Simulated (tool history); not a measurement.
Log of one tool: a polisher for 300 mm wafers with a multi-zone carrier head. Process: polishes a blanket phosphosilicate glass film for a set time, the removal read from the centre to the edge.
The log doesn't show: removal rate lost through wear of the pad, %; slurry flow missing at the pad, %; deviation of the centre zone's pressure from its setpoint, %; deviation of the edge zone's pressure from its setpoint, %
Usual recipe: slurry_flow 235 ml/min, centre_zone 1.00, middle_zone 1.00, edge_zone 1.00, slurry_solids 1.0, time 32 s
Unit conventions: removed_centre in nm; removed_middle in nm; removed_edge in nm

run    hour  slurry_flow  centre_zone  middle_zone  edge_zone  slurry_solids  time  wafers since the last listed run  wafers polished on this pad  hours since the slurry nozzle was cleaned  hours since the centre zone pressure was calibrated  hours since the edge zone pressure was calibrated  hours since the carrier head's membrane was replaced  incoming thickness of the incoming film, nm  removed_centre  removed_middle  removed_edge
  1     0.0          235         1.00         1.00       1.00            1.0    32                                 0                         3080                                      318.1                                                359.9                                              294.6                                                 964.0                                       3083.6           235.6           229.0         242.9
  2    88.3          235         1.00         1.00       1.00            1.2    38                               960                         4040                                      406.4                                                448.2                                              382.9                                                1052.3                                       3037.2           298.9           296.9         302.8
  3   157.9          235         1.00         1.00       1.00            1.2    38                               757                         4798                                      476.0                                                517.8                                              452.5                                                1121.9                                       3013.9           290.9           293.4         300.0
      175.0  -- slurry nozzle cleaned
      211.6  -- worn pad replaced by a new one
  4   418.6          235         1.00         1.00       1.00            1.2    38                              2781                         2252                                      243.6                                                778.5                                              713.2                                                1382.6                                       3076.7           304.6           307.6         312.9
  5   516.8          235         1.00         1.00       1.00            1.0    32                              1068                         3320                                      341.8                                                876.7                                              811.4                                                1480.8                                       3036.8           235.2           236.4         241.7
      530.7  -- carrier head's membrane replaced by a new one
  6   570.9          235         1.00         1.00       1.00            1.0    32                               534                         3854                                      395.9                                                930.8                                              865.5                                                  40.2                                       3036.5           238.3           236.5         239.0
      590.8  -- edge zone pressure recalibrated
  7   666.4          235         1.00         1.00       1.00            1.0    32                              1017                         4871                                      491.4                                               1026.3                                               75.6                                                 135.7                                       3083.6           233.2           228.9         232.2
  8   733.0          260         1.00         1.00       1.00            0.8    32                               724                         5596                                      558.0                                               1092.9                                              142.2                                                 202.3                                       3070.5           206.8           204.7         211.6
      750.1  -- slurry nozzle cleaned
      792.5  -- worn pad replaced by a new one
  9   829.5          235         1.00         1.00       0.89            1.0    32                               995                          402                                       79.4                                               1189.4                                              238.7                                                 298.8                                       3089.4           241.7           238.7         230.3
      855.1  -- centre zone pressure recalibrated
 10   908.7          235         1.07         1.12       1.00            1.0    32                               839                         1241                                      158.6                                                 53.6                                              317.9                                                 378.0                                       3103.4           257.6           256.9         240.6
 11   974.3          295         1.00         1.00       0.96            1.0    32                               713                         1955                                      224.2                                                119.2                                              383.5                                                 443.6                                       3068.9           246.5           242.1         245.4
 12  1022.7          235         1.09         1.00       1.00            1.0    38                               526                         2482                                      272.6                                                167.6                                              431.9                                                 492.0                                       3032.2           312.2           280.2         281.9
 13  1091.7          205         1.00         1.07       1.00            0.7    32                               750                         3232                                      341.6                                                236.6                                              500.9                                                 561.0                                       3087.8           195.0           199.5         198.9
 14  1190.4          235         1.00         1.00       1.00            1.2    38                              1073                         4306                                      440.3                                                335.3                                              599.6                                                 659.7                                       3038.7           300.8           290.9         303.2
     1215.0  -- slurry nozzle cleaned
     1268.3  -- worn pad replaced by a new one
 15  1278.6          235         1.00         1.05       1.00            1.0    41                               905                          111                                       63.6                                                423.5                                              687.8                                                 747.9                                       3088.2           310.7           317.6         318.0

What does the tool deliver on the next run?
 16  1355.2          235         1.00         1.00       1.00            1.0    32                               833                          945                                      140.2                                                500.1                                              764.4                                                 824.5                                       3057.7               ?               ?             ?

{"run 16": {"removed_centre": 242.3, "removed_middle": 242.5, "removed_edge": 240.5}}
Take away the tool's hidden state, keep the run-to-run variation as it was, and the same run would have given removed_centre 243.1 nm, removed_middle 243.3 nm, removed_edge 241.3 nm.

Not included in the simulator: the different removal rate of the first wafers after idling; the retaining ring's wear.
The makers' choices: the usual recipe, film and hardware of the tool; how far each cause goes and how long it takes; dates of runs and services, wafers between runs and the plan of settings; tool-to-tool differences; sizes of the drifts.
